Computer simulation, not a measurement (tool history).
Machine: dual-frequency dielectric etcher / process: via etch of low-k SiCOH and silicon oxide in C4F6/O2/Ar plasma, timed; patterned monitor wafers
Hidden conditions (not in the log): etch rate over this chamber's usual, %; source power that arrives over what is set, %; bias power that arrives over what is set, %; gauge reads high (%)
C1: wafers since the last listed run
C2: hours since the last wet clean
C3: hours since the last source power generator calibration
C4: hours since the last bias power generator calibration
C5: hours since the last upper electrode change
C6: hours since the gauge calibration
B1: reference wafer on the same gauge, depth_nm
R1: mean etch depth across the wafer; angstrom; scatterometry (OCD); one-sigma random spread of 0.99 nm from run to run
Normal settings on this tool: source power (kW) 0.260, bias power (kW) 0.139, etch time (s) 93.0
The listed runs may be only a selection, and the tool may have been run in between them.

run 1 hour=0.0 | source_power_(kW)=0.260 bias_power_(kW)=0.139 etch_time_(s)=93.0 | C1=0 C2=83.7 C3=2759.8 C4=3012.0 C5=4691.9 C6=191.4 | B1=170.0 | R1=2031
run 2 hour=92.5 | source_power_(kW)=0.260 bias_power_(kW)=0.139 etch_time_(s)=93.0 | C1=718 C2=176.2 C3=2852.3 C4=3104.5 C5=4784.4 C6=283.9 | B1=170.0 | R1=2018
run 3 hour=133.1 | source_power_(kW)=0.260 bias_power_(kW)=0.139 etch_time_(s)=93.0 | C1=315 C2=216.8 C3=2892.9 C4=3145.1 C5=4825.0 C6=324.5 | B1=169.7 | R1=2008
run 4 hour=182.2 | source_power_(kW)=0.260 bias_power_(kW)=0.139 etch_time_(s)=93.0 | C1=381 C2=265.9 C3=2942.0 C4=3194.2 C5=4874.1 C6=373.6 | B1=170.1 | R1=2010
run 5 hour=262.3 | source_power_(kW)=0.260 bias_power_(kW)=0.139 etch_time_(s)=83.0 | C1=622 C2=346.0 C3=3022.1 C4=3274.3 C5=4954.2 C6=453.7 | B1=170.3 | R1=1810
-- hour=329.1 upper electrode replaced
run 6 hour=329.6 | source_power_(kW)=0.260 bias_power_(kW)=0.139 etch_time_(s)=83.0 | C1=336 C2=413.3 C3=3089.4 C4=3341.6 C5=0.5 C6=521.0 | B1=170.2 | R1=1828
run 7 hour=363.7 | source_power_(kW)=0.260 bias_power_(kW)=0.139 etch_time_(s)=93.0 | C1=265 C2=447.4 C3=3123.5 C4=3375.7 C5=34.6 C6=555.1 | B1=170.0 | R1=2051
-- hour=432.4 gauge calibrated
run 8 hour=457.5 | source_power_(kW)=0.260 bias_power_(kW)=0.110 etch_time_(s)=115.0 | C1=729 C2=541.2 C3=3217.3 C4=3469.5 C5=128.4 C6=25.1 | B1=169.9 | R1=2318
run 9 hour=529.9 | source_power_(kW)=0.260 bias_power_(kW)=0.107 etch_time_(s)=93.0 | C1=562 C2=613.6 C3=3289.7 C4=3541.9 C5=200.8 C6=97.5 | B1=170.3 | R1=1853
-- hour=579.5 source power generator calibrated
-- hour=595.2 bias power generator calibrated
-- hour=609.7 wet clean of the chamber
run 10 hour=610.2 | source_power_(kW)=0.260 bias_power_(kW)=0.139 etch_time_(s)=93.0 | C1=449 C2=0.5 C3=30.7 C4=15.0 C5=281.1 C6=177.8 | B1=169.9 | R1=2036
run 11 hour=631.2 | source_power_(kW)=0.260 bias_power_(kW)=0.108 etch_time_(s)=84.5 | C1=163 C2=21.5 C3=51.7 C4=36.0 C5=302.1 C6=198.8 | B1=170.1 | R1=1661
run 12 hour=709.6 | source_power_(kW)=0.260 bias_power_(kW)=0.139 etch_time_(s)=114.5 | C1=609 C2=99.9 C3=130.1 C4=114.4 C5=380.5 C6=277.2 | B1=169.7 | R1=2513
run 13 hour=776.9 | source_power_(kW)=0.260 bias_power_(kW)=0.139 etch_time_(s)=83.5 | C1=523 C2=167.2 C3=197.4 C4=181.7 C5=447.8 C6=344.5 | B1=169.7 | R1=1833
run 14 hour=881.3 | source_power_(kW)=0.260 bias_power_(kW)=0.139 etch_time_(s)=93.0 | C1=811 C2=271.6 C3=301.8 C4=286.1 C5=552.2 C6=448.9 | B1=169.7 | R1=2039
run 15 hour=956.8 | source_power_(kW)=0.220 bias_power_(kW)=0.156 etch_time_(s)=77.0 | C1=586 C2=347.1 C3=377.3 C4=361.6 C5=627.7 C6=524.4 | B1=170.1 | R1=1595

Predict each of these 5 candidate next runs independently; none follows another, all start after run 15:
run A hour=957.2 | source_power_(kW)=0.260 bias_power_(kW)=0.139 etch_time_(s)=93.0 | C1=3 C2=347.5 C3=377.7 C4=362.0 C5=628.1 C6=524.8 | B1=? | R1=?
run B hour=957.2 | source_power_(kW)=0.230 bias_power_(kW)=0.139 etch_time_(s)=106.0 | C1=3 C2=347.5 C3=377.7 C4=362.0 C5=628.1 C6=524.8 | B1=? | R1=?
run C hour=957.2 | source_power_(kW)=0.240 bias_power_(kW)=0.164 etch_time_(s)=80.0 | C1=3 C2=347.5 C3=377.7 C4=362.0 C5=628.1 C6=524.8 | B1=? | R1=?
run D hour=957.2 | source_power_(kW)=0.310 bias_power_(kW)=0.139 etch_time_(s)=69.5 | C1=3 C2=347.5 C3=377.7 C4=362.0 C5=628.1 C6=524.8 | B1=? | R1=?
run E hour=957.2 | source_power_(kW)=0.220 bias_power_(kW)=0.149 etch_time_(s)=109.0 | C1=3 C2=347.5 C3=377.7 C4=362.0 C5=628.1 C6=524.8 | B1=? | R1=?

run=A B1=169.9 R1=2033
run=B B1=169.9 R1=2146
run=C B1=169.9 R1=1779
run=D B1=169.9 R1=1683
run=E B1=169.9 R1=2204
The same runs, with their run-to-run variation unchanged, on a tool lacking any hidden condition would have given:
run=A R1=2005
run=B R1=2116
run=C R1=1754
run=D R1=1659
run=E R1=2174

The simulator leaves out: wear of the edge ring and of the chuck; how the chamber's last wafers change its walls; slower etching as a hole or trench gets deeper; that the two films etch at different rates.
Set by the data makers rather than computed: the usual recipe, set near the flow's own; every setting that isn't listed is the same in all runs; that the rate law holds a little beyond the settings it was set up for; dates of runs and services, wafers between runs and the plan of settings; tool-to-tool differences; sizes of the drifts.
